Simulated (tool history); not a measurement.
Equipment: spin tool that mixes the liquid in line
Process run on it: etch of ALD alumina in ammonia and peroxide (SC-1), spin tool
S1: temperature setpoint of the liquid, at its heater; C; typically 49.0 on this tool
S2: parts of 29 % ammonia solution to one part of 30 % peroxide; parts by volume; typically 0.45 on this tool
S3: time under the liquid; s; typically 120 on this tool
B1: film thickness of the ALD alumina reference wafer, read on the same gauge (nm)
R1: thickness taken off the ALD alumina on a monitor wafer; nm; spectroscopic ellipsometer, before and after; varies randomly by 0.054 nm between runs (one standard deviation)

run,hour,S1,S2,S3,B1,R1
1,0.0,49.0,0.45,120,89.683,5.679
2,99.2,49.0,0.45,120,89.477,5.658
3,164.9,49.0,0.45,120,89.311,5.730
# hour 174.6: thermometer replaced
4,236.8,49.0,0.45,120,89.131,5.740
# hour 424.9: new drum of ammonia solution connected
# hour 488.7: ammonia flow meter replaced
5,508.6,49.0,0.55,120,88.521,5.738
6,561.1,49.0,0.45,175,88.393,8.251
7,655.4,49.0,0.45,120,88.161,5.516
8,699.2,49.0,0.45,120,88.064,5.676
9,742.1,49.0,0.45,170,87.961,8.010
# hour 786.2: thermometer replaced
10,848.6,49.0,0.45,170,87.718,7.848
# hour 852.0: new drum of ammonia solution connected
11,941.7,49.0,0.40,90,87.514,4.094
12,1010.2,49.0,0.45,120,87.310,5.548
# hour 1037.7: ammonia flow meter replaced
13,1068.3,49.0,0.45,120,87.194,5.496
14,1137.5,49.0,0.45,120,87.036,5.543
15,1179.6,44.5,0.30,120,86.932,4.154
# hour 1225.0: gauge calibrated
16,1248.6,46.0,0.30,95,90.059,3.697
# hour 1249.7: new drum of ammonia solution connected
17,1309.9,49.0,0.60,120,89.899,5.906
# hour 1339.5: heated supply line repaired
18,1365.7,52.0,0.35,150,89.767,8.232
19,1419.4,49.0,0.60,175,89.639,8.624
# hour 1462.6: thermometer replaced
20,1517.3,54.5,0.65,85,89.423,5.581
# hour 1600.6: ammonia flow meter replaced
21,1610.7,57.5,0.45,120,89.204,8.799
# hour 1708.3: new drum of ammonia solution connected
22,1714.9,49.0,0.45,175,88.938,8.302
23,1774.3,41.5,0.45,120,88.818,3.625
24,1856.1,53.0,0.40,170,88.630,9.707
25,1951.1,49.0,0.45,120,88.393,5.602

Branching from run 25: 4 alternative next runs. What would each branch give?
A,1951.6,49.0,0.45,120,?,?
B,1951.6,44.0,0.40,185,?,?
C,1951.6,56.5,0.45,120,?,?
D,1951.6,57.0,0.45,190,?,?

run,B1,R1
A,88.410,5.721
B,88.410,6.579
C,88.410,8.577
D,88.410,13.942
With the hidden condition removed and each run's random variation left untouched, the same runs would have given:
run,R1
A,5.825
B,6.698
C,8.732
D,14.193
